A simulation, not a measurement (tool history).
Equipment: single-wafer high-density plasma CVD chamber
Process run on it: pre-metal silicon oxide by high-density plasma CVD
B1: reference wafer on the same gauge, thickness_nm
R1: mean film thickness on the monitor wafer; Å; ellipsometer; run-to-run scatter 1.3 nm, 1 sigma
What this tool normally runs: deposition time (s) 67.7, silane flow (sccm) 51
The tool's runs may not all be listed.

run 1 hour=0.0 | deposition_time_(s)=72.5 silane_flow_(sccm)=56 | B1=393.028 | R1=3999.85
run 2 hour=92.0 | deposition_time_(s)=72.5 silane_flow_(sccm)=56 | B1=392.898 | R1=3982.88
run 3 hour=190.4 | deposition_time_(s)=72.5 silane_flow_(sccm)=56 | B1=393.093 | R1=4000.68
run 4 hour=256.0 | deposition_time_(s)=59.3 silane_flow_(sccm)=51 | B1=393.344 | R1=3027.42
run 5 hour=362.1 | deposition_time_(s)=59.3 silane_flow_(sccm)=51 | B1=392.691 | R1=3038.36
run 6 hour=522.4 | deposition_time_(s)=67.7 silane_flow_(sccm)=51 | B1=393.008 | R1=3484.59
run 7 hour=610.8 | deposition_time_(s)=67.7 silane_flow_(sccm)=51 | B1=393.355 | R1=3476.61
run 8 hour=692.2 | deposition_time_(s)=59.1 silane_flow_(sccm)=58 | B1=392.872 | R1=3358.03
run 9 hour=751.8 | deposition_time_(s)=59.1 silane_flow_(sccm)=58 | B1=392.998 | R1=3355.94
run 10 hour=837.6 | deposition_time_(s)=59.1 silane_flow_(sccm)=58 | B1=393.073 | R1=3350.17
run 11 hour=935.5 | deposition_time_(s)=74.8 silane_flow_(sccm)=48 | B1=392.924 | R1=3669.07
run 12 hour=1010.9 | deposition_time_(s)=74.8 silane_flow_(sccm)=48 | B1=392.724 | R1=3683.57
run 13 hour=1057.2 | deposition_time_(s)=74.8 silane_flow_(sccm)=48 | B1=392.969 | R1=3695.45
run 14 hour=1107.7 | deposition_time_(s)=67.7 silane_flow_(sccm)=51 | B1=393.116 | R1=3475.91
run 15 hour=1176.1 | deposition_time_(s)=67.7 silane_flow_(sccm)=51 | B1=392.797 | R1=3497.01
run 16 hour=1270.8 | deposition_time_(s)=67.7 silane_flow_(sccm)=51 | B1=392.900 | R1=3480.58
run 17 hour=1355.4 | deposition_time_(s)=67.7 silane_flow_(sccm)=51 | B1=392.828 | R1=3471.27
run 18 hour=1423.1 | deposition_time_(s)=67.7 silane_flow_(sccm)=51 | B1=392.942 | R1=3486.09
-- hour=1508.0 gauge calibrated
run 19 hour=1520.4 | deposition_time_(s)=59.2 silane_flow_(sccm)=51 | B1=392.609 | R1=3066.90
run 20 hour=1819.4 | deposition_time_(s)=67.7 silane_flow_(sccm)=44 | B1=392.651 | R1=3131.17
run 21 hour=1861.3 | deposition_time_(s)=67.7 silane_flow_(sccm)=44 | B1=392.728 | R1=3114.47
run 22 hour=1959.4 | deposition_time_(s)=57.6 silane_flow_(sccm)=55 | B1=392.837 | R1=3124.03
run 23 hour=2000.9 | deposition_time_(s)=67.7 silane_flow_(sccm)=51 | B1=393.170 | R1=3474.11
run 24 hour=2282.6 | deposition_time_(s)=67.7 silane_flow_(sccm)=51 | B1=392.881 | R1=3503.77
-- hour=2303.4 silane flow controller replaced
run 25 hour=2362.1 | deposition_time_(s)=67.7 silane_flow_(sccm)=51 | B1=392.908 | R1=3494.36
run 26 hour=2420.7 | deposition_time_(s)=67.7 silane_flow_(sccm)=51 | B1=393.037 | R1=3496.04
run 27 hour=2492.4 | deposition_time_(s)=75.8 silane_flow_(sccm)=51 | B1=392.953 | R1=3929.37
run 28 hour=2579.8 | deposition_time_(s)=79.2 silane_flow_(sccm)=42 | B1=392.895 | R1=3542.78
run 29 hour=2624.8 | deposition_time_(s)=59.5 silane_flow_(sccm)=56 | B1=392.906 | R1=3276.25
run 30 hour=2695.6 | deposition_time_(s)=79.1 silane_flow_(sccm)=46 | B1=392.868 | R1=3768.31
run 31 hour=2791.2 | deposition_time_(s)=67.7 silane_flow_(sccm)=59 | B1=393.009 | R1=3893.68
run 32 hour=2863.0 | deposition_time_(s)=62.2 silane_flow_(sccm)=51 | B1=393.417 | R1=3189.30
run 33 hour=2909.5 | deposition_time_(s)=64.2 silane_flow_(sccm)=51 | B1=392.599 | R1=3295.58
run 34 hour=2973.1 | deposition_time_(s)=56.6 silane_flow_(sccm)=54 | B1=393.005 | R1=3051.63
run 35 hour=3055.5 | deposition_time_(s)=80.3 silane_flow_(sccm)=51 | B1=392.972 | R1=4105.20
run 36 hour=3135.0 | deposition_time_(s)=67.7 silane_flow_(sccm)=41 | B1=392.927 | R1=2975.10
run 37 hour=3195.7 | deposition_time_(s)=55.4 silane_flow_(sccm)=45 | B1=392.770 | R1=2614.52
run 38 hour=3363.5 | deposition_time_(s)=73.7 silane_flow_(sccm)=42 | B1=393.010 | R1=3278.67
run 39 hour=3413.1 | deposition_time_(s)=79.5 silane_flow_(sccm)=60 | B1=392.988 | R1=4635.41
run 40 hour=3457.1 | deposition_time_(s)=76.4 silane_flow_(sccm)=51 | B1=393.146 | R1=3932.15
run 41 hour=3502.2 | deposition_time_(s)=79.0 silane_flow_(sccm)=41 | B1=393.076 | R1=3474.34
run 42 hour=3549.5 | deposition_time_(s)=67.7 silane_flow_(sccm)=56 | B1=393.179 | R1=3745.00
run 43 hour=3641.1 | deposition_time_(s)=67.7 silane_flow_(sccm)=51 | B1=393.193 | R1=3484.99
run 44 hour=3723.1 | deposition_time_(s)=60.6 silane_flow_(sccm)=58 | B1=392.939 | R1=3449.09
run 45 hour=3821.7 | deposition_time_(s)=67.7 silane_flow_(sccm)=57 | B1=392.767 | R1=3762.72
run 46 hour=3881.5 | deposition_time_(s)=67.7 silane_flow_(sccm)=51 | B1=393.151 | R1=3485.35
run 47 hour=3982.0 | deposition_time_(s)=81.0 silane_flow_(sccm)=61 | B1=393.198 | R1=4773.32

List, for all runs, the conditions of the tool that the log does not record:
delivered silane flow above the setpoint (%): 0 at every run
gauge reads high (%): 0 at every run
